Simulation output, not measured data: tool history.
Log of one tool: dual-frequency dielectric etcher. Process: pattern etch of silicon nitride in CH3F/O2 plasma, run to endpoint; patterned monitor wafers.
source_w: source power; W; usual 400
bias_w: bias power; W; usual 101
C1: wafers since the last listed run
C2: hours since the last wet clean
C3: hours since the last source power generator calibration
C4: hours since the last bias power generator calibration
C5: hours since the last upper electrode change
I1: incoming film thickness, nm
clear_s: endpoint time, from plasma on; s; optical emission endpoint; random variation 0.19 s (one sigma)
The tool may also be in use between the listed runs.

run 1 hour=0 | source_w=400 bias_w=101 | C1=0 C2=405.1 C3=4937.7 C4=3630.4 C5=2134.9 | I1=61.6 | clear_s=64.8
run 2 hour=16.1 | source_w=400 bias_w=101 | C1=107 C2=421.2 C3=4953.8 C4=3646.5 C5=2151 | I1=60.8 | clear_s=64.2
run 3 hour=31.3 | source_w=320 bias_w=101 | C1=101 C2=436.4 C3=4969 C4=3661.7 C5=2166.2 | I1=60.4 | clear_s=68.9
run 4 hour=38.1 | source_w=320 bias_w=101 | C1=45 C2=443.2 C3=4975.8 C4=3668.5 C5=2173 | I1=61.5 | clear_s=69.9
-- hour=49.1 bias power generator calibrated
-- hour=69.7 wet clean of the chamber
run 5 hour=70.2 | source_w=400 bias_w=101 | C1=50 C2=0.5 C3=5007.9 C4=21.1 C5=2205.1 | I1=61 | clear_s=62.1
run 6 hour=70.6 | source_w=400 bias_w=101 | C1=2 C2=0.9 C3=5008.3 C4=21.5 C5=2205.5 | I1=61.5 | clear_s=62.5
run 7 hour=70.9 | source_w=400 bias_w=101 | C1=2 C2=1.2 C3=5008.6 C4=21.8 C5=2205.8 | I1=60.9 | clear_s=62.4
run 8 hour=74.9 | source_w=400 bias_w=101 | C1=26 C2=5.2 C3=5012.6 C4=25.8 C5=2209.8 | I1=61.9 | clear_s=63.3
run 9 hour=81.9 | source_w=440 bias_w=117 | C1=46 C2=12.2 C3=5019.6 C4=32.8 C5=2216.8 | I1=61.3 | clear_s=57.3
-- hour=97.2 source power generator calibrated
-- hour=116.4 upper electrode replaced
run 10 hour=116.9 | source_w=400 bias_w=101 | C1=79 C2=47.2 C3=19.7 C4=67.8 C5=0.5 | I1=61.9 | clear_s=63.4
run 11 hour=117.3 | source_w=330 bias_w=94 | C1=2 C2=47.6 C3=20.1 C4=68.2 C5=0.9 | I1=62.1 | clear_s=69.7
run 12 hour=117.6 | source_w=310 bias_w=118 | C1=2 C2=47.9 C3=20.4 C4=68.5 C5=1.2 | I1=61.8 | clear_s=64.9
run 13 hour=131.4 | source_w=350 bias_w=94 | C1=92 C2=61.7 C3=34.2 C4=82.3 C5=15 | I1=61.2 | clear_s=67.6
run 14 hour=140.7 | source_w=480 bias_w=121 | C1=62 C2=71 C3=43.5 C4=91.6 C5=24.3 | I1=61.5 | clear_s=56
run 15 hour=151 | source_w=340 bias_w=116 | C1=69 C2=81.3 C3=53.8 C4=101.9 C5=34.6 | I1=61.7 | clear_s=63.5

3 ways to go on from here, each from the tool as it stands after run 15. What would each give?
run A hour=151.5 | source_w=400 bias_w=101 | C1=3 C2=81.8 C3=54.3 C4=102.4 C5=35.1 | I1=60.9 | clear_s=?
run B hour=151.5 | source_w=470 bias_w=101 | C1=3 C2=81.8 C3=54.3 C4=102.4 C5=35.1 | I1=60.9 | clear_s=?
run C hour=151.5 | source_w=460 bias_w=80 | C1=3 C2=81.8 C3=54.3 C4=102.4 C5=35.1 | I1=60.9 | clear_s=?

run=A clear_s=62.6
run=B clear_s=59.4
run=C clear_s=65.2
Without the tool's hidden state the same runs would have given:
run=A clear_s=61.8
run=B clear_s=58.7
run=C clear_s=64.5

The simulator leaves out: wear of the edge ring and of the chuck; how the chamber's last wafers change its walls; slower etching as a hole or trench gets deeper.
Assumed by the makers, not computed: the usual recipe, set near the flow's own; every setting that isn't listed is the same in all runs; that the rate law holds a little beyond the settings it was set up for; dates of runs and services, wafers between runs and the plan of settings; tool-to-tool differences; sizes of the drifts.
